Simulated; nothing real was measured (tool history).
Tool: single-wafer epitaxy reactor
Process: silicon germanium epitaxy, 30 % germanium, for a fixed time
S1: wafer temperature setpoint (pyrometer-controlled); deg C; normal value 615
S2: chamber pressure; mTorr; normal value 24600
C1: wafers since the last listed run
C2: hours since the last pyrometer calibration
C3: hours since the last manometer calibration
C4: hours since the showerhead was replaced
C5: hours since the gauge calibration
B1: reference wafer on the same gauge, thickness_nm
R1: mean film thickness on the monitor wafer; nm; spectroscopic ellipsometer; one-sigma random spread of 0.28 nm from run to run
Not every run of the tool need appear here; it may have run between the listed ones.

run 1 hour=0 | S1=615 S2=24600 | C1=0 C2=1593.4 C3=990.8 C4=5459.7 C5=53.2 | B1=106.454 | R1=94.528
run 2 hour=28.1 | S1=615 S2=24600 | C1=599 C2=1621.5 C3=1018.9 C4=5487.8 C5=81.3 | B1=106.445 | R1=95.168
run 3 hour=49.5 | S1=615 S2=24600 | C1=456 C2=1642.9 C3=1040.3 C4=5509.2 C5=102.7 | B1=106.557 | R1=94.676
run 4 hour=81.3 | S1=615 S2=28300 | C1=678 C2=1674.7 C3=1072.1 C4=5541 C5=134.5 | B1=106.521 | R1=100.121
run 5 hour=110.1 | S1=615 S2=28300 | C1=614 C2=1703.5 C3=1100.9 C4=5569.8 C5=163.3 | B1=106.599 | R1=100.353
run 6 hour=131.3 | S1=615 S2=24600 | C1=452 C2=1724.7 C3=1122.1 C4=5591 C5=184.5 | B1=106.425 | R1=95.685
run 7 hour=157.9 | S1=621 S2=24600 | C1=567 C2=1751.3 C3=1148.7 C4=5617.6 C5=211.1 | B1=106.558 | R1=107.491
run 8 hour=182.1 | S1=615 S2=24600 | C1=516 C2=1775.5 C3=1172.9 C4=5641.8 C5=235.3 | B1=106.435 | R1=95.321
run 9 hour=217.9 | S1=615 S2=22700 | C1=764 C2=1811.3 C3=1208.7 C4=5677.6 C5=271.1 | B1=106.435 | R1=92.675
run 10 hour=241.2 | S1=615 S2=22700 | C1=497 C2=1834.6 C3=1232 C4=5700.9 C5=294.4 | B1=106.49 | R1=92.954
run 11 hour=264 | S1=615 S2=24600 | C1=486 C2=1857.4 C3=1254.8 C4=5723.7 C5=317.2 | B1=106.545 | R1=96.043
run 12 hour=279 | S1=615 S2=24600 | C1=320 C2=1872.4 C3=1269.8 C4=5738.7 C5=332.2 | B1=106.537 | R1=95.355
run 13 hour=297.1 | S1=615 S2=24600 | C1=386 C2=1890.5 C3=1287.9 C4=5756.8 C5=350.3 | B1=106.494 | R1=96.31
-- hour=322.9 capacitance manometer re-zeroed and calibrated
run 14 hour=323.4 | S1=615 S2=24600 | C1=390 C2=1916.8 C3=0.5 C4=5783.1 C5=376.6 | B1=106.502 | R1=92.657
run 15 hour=337 | S1=611 S2=19200 | C1=290 C2=1930.4 C3=14.1 C4=5796.7 C5=390.2 | B1=106.468 | R1=78.451
run 16 hour=371 | S1=620 S2=20300 | C1=725 C2=1964.4 C3=48.1 C4=5830.7 C5=424.2 | B1=106.544 | R1=95.432
-- hour=404 showerhead replaced
run 17 hour=404.5 | S1=602 S2=18700 | C1=544 C2=1997.9 C3=81.6 C4=0.5 C5=457.7 | B1=106.511 | R1=64.084
-- hour=426.4 pyrometer calibrated
run 18 hour=437.8 | S1=602 S2=28700 | C1=539 C2=11.4 C3=114.9 C4=33.8 C5=491 | B1=106.416 | R1=75.284
run 19 hour=460.6 | S1=615 S2=24600 | C1=486 C2=34.2 C3=137.7 C4=56.6 C5=513.8 | B1=106.476 | R1=93.077
run 20 hour=491.3 | S1=601 S2=24600 | C1=655 C2=64.9 C3=168.4 C4=87.3 C5=544.5 | B1=106.463 | R1=69.981
run 21 hour=523.2 | S1=615 S2=24600 | C1=680 C2=96.8 C3=200.3 C4=119.2 C5=576.4 | B1=106.615 | R1=93.278
-- hour=606 gauge calibrated
run 22 hour=626.4 | S1=628 S2=18800 | C1=2202 C2=200 C3=303.5 C4=222.4 C5=20.4 | B1=106.456 | R1=108.816
run 23 hour=642.5 | S1=602 S2=28700 | C1=343 C2=216.1 C3=319.6 C4=238.5 C5=36.5 | B1=106.493 | R1=75.846
run 24 hour=663.5 | S1=610 S2=18700 | C1=448 C2=237.1 C3=340.6 C4=259.5 C5=57.5 | B1=106.548 | R1=75.89
run 25 hour=685.4 | S1=606 S2=21600 | C1=467 C2=259 C3=362.5 C4=281.4 C5=79.4 | B1=106.508 | R1=74.146
run 26 hour=698.9 | S1=615 S2=24600 | C1=288 C2=272.5 C3=376 C4=294.9 C5=92.9 | B1=106.488 | R1=93.623
run 27 hour=734.8 | S1=615 S2=28500 | C1=766 C2=308.4 C3=411.9 C4=330.8 C5=128.8 | B1=106.514 | R1=98.182
run 28 hour=801.4 | S1=615 S2=20200 | C1=1421 C2=375 C3=478.5 C4=397.4 C5=195.4 | B1=106.485 | R1=87.288

What differs in the tool's unlogged condition from the final listed run ahead of each entry between runs to the first listed run following it?
Between runs 13 and 14: capacitance manometer re-zeroed and calibrated (hour 322.9)
  true pressure above the setpoint (%): 8.74 -> -0.282
  measured minus no-state result, R1: +3.004 -> -0.099 nm
Between runs 16 and 17: showerhead replaced (hour 404)
  true pressure above the setpoint (%): -0.268 -> -0.242
  measured minus no-state result, R1: -0.097 -> -0.058 nm
Between runs 17 and 18: pyrometer calibrated (hour 426.4)
  true pressure above the setpoint (%): -0.242 -> -0.204
  measured minus no-state result, R1: -0.058 -> -0.058 nm
Between runs 21 and 22: gauge calibrated (hour 606)
  true pressure above the setpoint (%): -0.0436 -> 0.265
  measured minus no-state result, R1: -0.015 -> +0.109 nm

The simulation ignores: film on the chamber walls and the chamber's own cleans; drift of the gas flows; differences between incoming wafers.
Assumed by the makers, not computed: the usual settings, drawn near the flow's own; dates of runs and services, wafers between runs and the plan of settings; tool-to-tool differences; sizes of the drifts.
